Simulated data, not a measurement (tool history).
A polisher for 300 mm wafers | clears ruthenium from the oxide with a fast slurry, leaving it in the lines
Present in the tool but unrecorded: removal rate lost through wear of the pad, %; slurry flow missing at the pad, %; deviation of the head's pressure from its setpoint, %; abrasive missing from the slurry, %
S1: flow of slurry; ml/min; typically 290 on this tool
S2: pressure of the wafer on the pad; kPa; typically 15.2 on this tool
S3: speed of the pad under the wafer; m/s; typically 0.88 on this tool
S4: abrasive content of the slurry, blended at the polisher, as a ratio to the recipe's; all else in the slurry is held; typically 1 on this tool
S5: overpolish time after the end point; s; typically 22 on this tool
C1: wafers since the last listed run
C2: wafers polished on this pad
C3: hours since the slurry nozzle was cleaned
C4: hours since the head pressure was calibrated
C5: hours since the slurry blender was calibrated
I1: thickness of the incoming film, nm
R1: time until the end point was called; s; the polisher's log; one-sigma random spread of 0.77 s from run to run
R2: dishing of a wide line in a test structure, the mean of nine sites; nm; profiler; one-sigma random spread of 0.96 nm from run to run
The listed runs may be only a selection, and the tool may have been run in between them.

run	hour	S1	S2	S3	S4	S5	C1	C2	C3	C4	C5	I1	R1	R2
1	0	290	15.2	0.88	1	22	0	1804	428.7	675.8	199.3	200.7	76.6	42.7
# hour 3.4: worn pad replaced by a new one
2	13.5	290	15.2	0.88	1	22	107	107	442.2	689.3	212.8	201.3	71.9	44.2
3	42.9	290	15.2	0.88	1	22	311	419	471.6	718.7	242.2	197.3	71	45.9
4	72.2	290	15.2	0.78	1	22	310	729	500.9	748	271.5	197.6	80.2	40.5
5	95.3	290	15.2	0.88	1	22	244	974	524	771.1	294.6	196.7	71.8	44.1
6	120.8	365	15.2	0.88	1	22	270	1244	549.5	796.6	320.1	198.6	72	45.1
# hour 143.9: worn pad replaced by a new one
7	147.4	290	15.2	0.88	1.2	22	239	37	576.1	823.2	346.7	199.1	67.1	48.7
8	181.6	290	15.2	0.88	1.2	22	362	399	610.3	857.4	380.9	198.8	67.6	49.6
# hour 188.4: slurry blender recalibrated
9	211	290	15.2	0.88	1	22	290	689	639.7	886.8	22.6	196.6	71.3	43.9
# hour 263.8: slurry nozzle cleaned
# hour 283.5: worn pad replaced by a new one
10	318.6	290	15.2	0.88	1	22	1087	371	54.8	994.4	130.2	199.5	72	44.5
11	342.2	290	15.2	0.88	1	22	250	621	78.4	1018	153.8	199	71.9	44.2
12	362.4	290	15.2	0.88	1	22	214	835	98.6	1038.2	174	203.6	74.3	44.8
13	394.1	290	15.2	0.88	1	22	335	1171	130.3	1069.9	205.7	198.6	72.7	44.9
14	429.6	290	15.2	0.88	0.85	22	376	1548	165.8	1105.4	241.2	201.1	82.3	41.7
# hour 440.9: worn pad replaced by a new one, of another model than before
15	456.6	290	15.2	1.18	0.75	22	243	165	192.8	1132.4	268.2	199.8	69.6	48.8
# hour 482.8: head pressure recalibrated
16	483.3	260	11	0.88	1	22	261	427	219.5	0.5	294.9	198.4	83.5	41.2
# hour 530: slurry blender recalibrated
17	570.4	290	15.2	0.88	1	22	901	1329	306.6	87.6	40.4	200.6	74.4	41.9
18	592.2	290	15.2	0.88	1.1	17	231	1560	328.4	109.4	62.2	204	75.5	37.1
19	608.1	290	15.2	0.88	1	22	168	1728	344.3	125.3	78.1	199.3	77.9	44.5
# hour 618.4: worn pad replaced by a new one
20	623.7	190	19.3	0.88	1.2	25	122	55	359.9	140.9	93.7	197.4	59.5	57.4
21	643.5	320	13.1	0.88	0.75	10	209	265	379.7	160.7	113.5	198.2	88.3	19.6
22	656.5	290	15.2	0.88	1	22	137	403	392.7	173.7	126.5	199.8	71	44.8
23	679.8	290	15.2	0.72	1	22	246	650	416	197	149.8	199	81.6	42
24	715.1	200	13.1	0.68	0.9	22	374	1024	451.3	232.3	185.1	199.7	97.1	34.9
25	749.5	290	15.2	0.88	1	22	364	1388	485.7	266.7	219.5	197.5	73.6	45.1
26	762.6	290	15.2	1.14	1.2	26	138	1527	498.8	279.8	232.6	199	59.2	58.7
27	783.4	290	18.6	0.88	0.75	25	220	1747	519.6	300.6	253.4	200.7	76.9	49.5

Here are 4 independent what-if runs from the current tool condition. What would each one return?
A	783.8	290	15.2	0.88	1	17	4	1752	520	301	253.8	201.1	?	?
B	783.8	290	19.3	1.08	1	22	4	1752	520	301	253.8	201.1	?	?
C	783.8	325	17.2	1	1	10	4	1752	520	301	253.8	201.1	?	?
D	783.8	290	15.2	0.88	0.8	31	4	1752	520	301	253.8	201.1	?	?

run	R1	R2
A	75.2	34.3
B	58.8	52.1
C	65	24.3
D	83.1	52
With the hidden condition removed and each run's random variation left untouched, the same runs would have given:
run	R1	R2
A	71.2	35.9
B	55.6	54.4
C	61.5	25.6
D	78.6	54.3
